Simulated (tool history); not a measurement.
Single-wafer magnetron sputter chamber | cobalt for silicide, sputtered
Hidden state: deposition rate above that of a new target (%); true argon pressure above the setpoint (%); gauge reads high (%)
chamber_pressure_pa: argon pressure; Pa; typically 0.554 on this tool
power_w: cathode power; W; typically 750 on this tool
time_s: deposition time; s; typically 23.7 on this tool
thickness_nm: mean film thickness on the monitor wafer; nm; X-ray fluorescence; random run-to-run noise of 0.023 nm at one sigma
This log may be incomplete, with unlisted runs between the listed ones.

run     day  chamber_pressure_pa  power_w  time_s  wafers since the last listed run  wafers on the sputter target  hours since the last manometer calibration  hours since the magnet pack was replaced  hours since the gauge calibration  read-back reference wafer on the same gauge, thickness_nm  thickness_nm
  1       0                0.485      750    23.7                                 0                          6252                                      1946.5                                    3885.9                              440.2                                                      7.748         8.329
  2   2.862                0.485      750    23.7                              1099                          7351                                      2015.2                                    3954.6                              508.9                                                      7.745         8.329
  3   4.962                0.485      750    23.7                               806                          8158                                      2065.6                                      4005                              559.3                                                      7.746         8.313
  4   6.562                0.554      800    23.7                               614                          8772                                        2104                                    4043.4                              597.7                                                      7.751         8.398
      7.021  -- sputter target and shields replaced
  5   7.608                0.554      800    23.7                               273                           225                                      2129.1                                    4068.5                              622.8                                                      7.753         8.462
  6  10.171                0.554      800    23.7                               984                          1209                                      2190.6                                      4130                              684.3                                                      7.749         8.407
  7  12.367                0.554      750    23.7                               843                          2053                                      2243.3                                    4182.7                                737                                                      7.751          8.09
  8  15.229                0.385      750    25.7                              1099                          3152                                        2312                                    4251.4                              805.7                                                       7.75         9.407
  9  18.221                0.385      750    25.7                              1149                          4302                                      2383.8                                    4323.2                              877.5                                                      7.751         9.367
 10  20.371                0.385      750    25.7                               825                          5128                                      2435.4                                    4374.8                              929.1                                                      7.752           9.4
 11  22.883                0.554      750    23.7                               965                          6093                                      2495.7                                    4435.1                              989.4                                                      7.747         8.033
 12  25.779                0.636      650    26.8                              1112                          7205                                      2565.2                                    4504.6                             1058.9                                                       7.75         8.038
     27.771  -- sputter target and shields replaced
 13  30.362                0.404      750    23.7                              1632                           995                                      2675.2                                    4614.6                             1168.9                                                      7.752         8.551
 14  31.954                0.554      650    23.7                               611                          1606                                      2713.4                                    4652.8                             1207.1                                                       7.75         7.308
     33.054  -- capacitance manometer re-zeroed and calibrated
 15  34.138                0.554      750    23.7                               710                          2317                                          26                                    4705.2                             1259.5                                                      7.746         8.162
 16  36.021                0.393      650    21.5                               723                          3040                                        71.2                                    4750.4                             1304.7                                                       7.75          7.24
 17  37.721                0.554      750    27.9                               653                          3693                                         112                                    4791.2                             1345.5                                                      7.748         9.613
     39.425  -- magnet pack replaced
 18  40.346                0.682      750    23.7                               880                          4573                                         175                                      22.1                             1408.5                                                      7.752         7.758
     43.546  -- gauge calibrated
     47.888  -- sputter target and shields replaced
 19  48.092                0.739      550    22.3                              2847                            78                                       360.9                                       208                              109.1                                                      7.749         5.984
 20  50.342                0.554      750    23.7                               864                           943                                       414.9                                       262                              163.1                                                      7.752         8.155
 21  52.638                0.554      750    23.7                               881                          1825                                         470                                     317.1                              218.2                                                      7.748         8.098
 22  55.496                0.376      550    22.3                              1097                          2923                                       538.6                                     385.7                              286.8                                                      7.746          6.92
 23  57.888                0.554      900    21.6                               918                          3841                                         596                                     443.1                              344.2                                                      7.751         8.326

List, for all runs, the conditions of the tool that the log does not record:
deposition rate above that of a new target (%): 0 in every run
gauge reads high (%): 0 in every run
H1: true argon pressure above the setpoint (%)
run    H1
  1  4.89
  2  5.44
  3  5.85
  4  6.18
  5  6.39
  6  6.93
  7   7.4
  8  8.04
  9  8.72
 10  9.22
 11  9.82
 12  10.5
 13  11.7
 14  12.1
 15  2.78
 16  2.79
 17   2.8
 18  2.84
 19  3.04
 20  3.13
 21  3.23
 22  3.37
 23   3.5
